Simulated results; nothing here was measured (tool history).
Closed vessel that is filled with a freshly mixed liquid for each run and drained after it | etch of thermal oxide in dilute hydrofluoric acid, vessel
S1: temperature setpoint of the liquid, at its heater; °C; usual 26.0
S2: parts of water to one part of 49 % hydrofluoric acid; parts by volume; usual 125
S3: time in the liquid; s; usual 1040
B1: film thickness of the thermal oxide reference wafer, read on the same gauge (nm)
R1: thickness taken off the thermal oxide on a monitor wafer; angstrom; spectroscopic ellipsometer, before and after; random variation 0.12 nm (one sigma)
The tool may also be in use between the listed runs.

run	day	S1	S2	S3	B1	R1
1	0.000	26.0	125	1040	139.98	376.5
2	0.333	26.0	125	1040	139.97	375.2
3	0.908	26.0	125	1040	140.03	373.0
4	1.433	26.0	90	780	139.99	409.8
5	1.992	26.0	90	780	139.97	406.7
6	2.379	26.0	90	780	139.99	407.6
7	2.671	26.0	125	1040	140.02	376.8
8	3.229	26.0	125	1040	139.97	374.6
9	3.588	27.5	145	1040	139.98	333.9
10	4.038	25.0	125	1040	140.00	362.2
11	4.783	25.0	125	1040	140.00	362.2
12	5.071	30.5	75	1340	139.98	1029.9
# day 5.167: hydrofluoric acid flow meter replaced
13	5.512	22.0	180	1545	140.00	312.5
14	6.162	28.5	180	1370	140.01	350.7
15	6.596	24.5	85	1560	140.02	821.1
# day 7.012: gauge calibrated
# day 7.658: thermometer replaced
16	8.667	26.0	165	1040	140.00	272.3
17	9.175	26.0	125	1040	139.98	375.2
18	9.638	26.0	125	1040	139.96	376.3
19	10.054	22.0	105	810	139.98	305.6
20	10.350	29.5	170	1040	139.98	297.8
21	11.008	22.0	90	1465	140.02	650.9
22	11.671	28.5	100	1040	139.97	533.3

Forecast each of these 4 alternatives for the next run:
A	11.708	29.5	125	1040	?	?
B	11.708	28.5	90	1250	?	?
C	11.708	24.0	125	1445	?	?
D	11.708	22.0	85	1255	?	?

run	B1	R1
A	139.99	429.1
B	139.99	723.7
C	139.99	484.1
D	139.99	598.8
Without the tool's hidden state the same runs would have given:
run	R1
A	429.1
B	723.7
C	484.1
D	598.8
